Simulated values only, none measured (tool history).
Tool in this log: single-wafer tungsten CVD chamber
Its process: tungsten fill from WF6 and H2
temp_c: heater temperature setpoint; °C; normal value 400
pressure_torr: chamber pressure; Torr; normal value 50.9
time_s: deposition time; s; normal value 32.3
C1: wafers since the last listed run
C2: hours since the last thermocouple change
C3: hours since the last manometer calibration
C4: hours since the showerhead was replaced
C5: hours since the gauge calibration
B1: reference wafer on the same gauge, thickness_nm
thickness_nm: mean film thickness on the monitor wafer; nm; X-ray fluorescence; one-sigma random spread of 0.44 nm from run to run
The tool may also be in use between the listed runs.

run 1 hour=0 | temp_c=400 pressure_torr=44.2 time_s=32.3 | C1=0 C2=2461.3 C3=1053.4 C4=5887.7 C5=365.1 | B1=131.018 | thickness_nm=124.424
run 2 hour=53.7 | temp_c=400 pressure_torr=50.9 time_s=32.3 | C1=1155 C2=2515 C3=1107.1 C4=5941.4 C5=418.8 | B1=131.002 | thickness_nm=129.669
run 3 hour=95.6 | temp_c=400 pressure_torr=50.9 time_s=32.3 | C1=901 C2=2556.9 C3=1149 C4=5983.3 C5=460.7 | B1=130.888 | thickness_nm=129.909
run 4 hour=145.9 | temp_c=411 pressure_torr=50.9 time_s=32.3 | C1=1082 C2=2607.2 C3=1199.3 C4=6033.6 C5=511 | B1=131.065 | thickness_nm=160.178
run 5 hour=186.5 | temp_c=411 pressure_torr=50.9 time_s=32.3 | C1=873 C2=2647.8 C3=1239.9 C4=6074.2 C5=551.6 | B1=131.071 | thickness_nm=161.29
run 6 hour=227.7 | temp_c=409 pressure_torr=50.9 time_s=32.3 | C1=886 C2=2689 C3=1281.1 C4=6115.4 C5=592.8 | B1=130.99 | thickness_nm=154.575
-- hour=253.1 capacitance manometer re-zeroed and calibrated
run 7 hour=284 | temp_c=409 pressure_torr=50.9 time_s=32.3 | C1=1039 C2=2745.3 C3=30.9 C4=6171.7 C5=649.1 | B1=130.925 | thickness_nm=156.785
run 8 hour=311.7 | temp_c=407 pressure_torr=50.9 time_s=32.3 | C1=595 C2=2773 C3=58.6 C4=6199.4 C5=676.8 | B1=131.088 | thickness_nm=150.385
-- hour=332.5 thermocouple changed; heater temperature recalibrated
run 9 hour=356.4 | temp_c=407 pressure_torr=50.9 time_s=32.3 | C1=789 C2=23.9 C3=103.3 C4=6244.1 C5=721.5 | B1=130.999 | thickness_nm=133.86
run 10 hour=384.8 | temp_c=386 pressure_torr=50.9 time_s=32.3 | C1=610 C2=52.3 C3=131.7 C4=6272.5 C5=749.9 | B1=131.038 | thickness_nm=86.312

Forecast run 11:
run 11 hour=442.4 | temp_c=407 pressure_torr=50.9 time_s=32.3 | C1=1239 C2=109.9 C3=189.3 C4=6330.1 C5=807.5 | B1=? | thickness_nm=?

{"run 11": {"B1": 130.812, "thickness_nm": 134.785}}
On a tool with no hidden condition, and with the same random variation, this run would have come out at thickness_nm 134.712 nm.
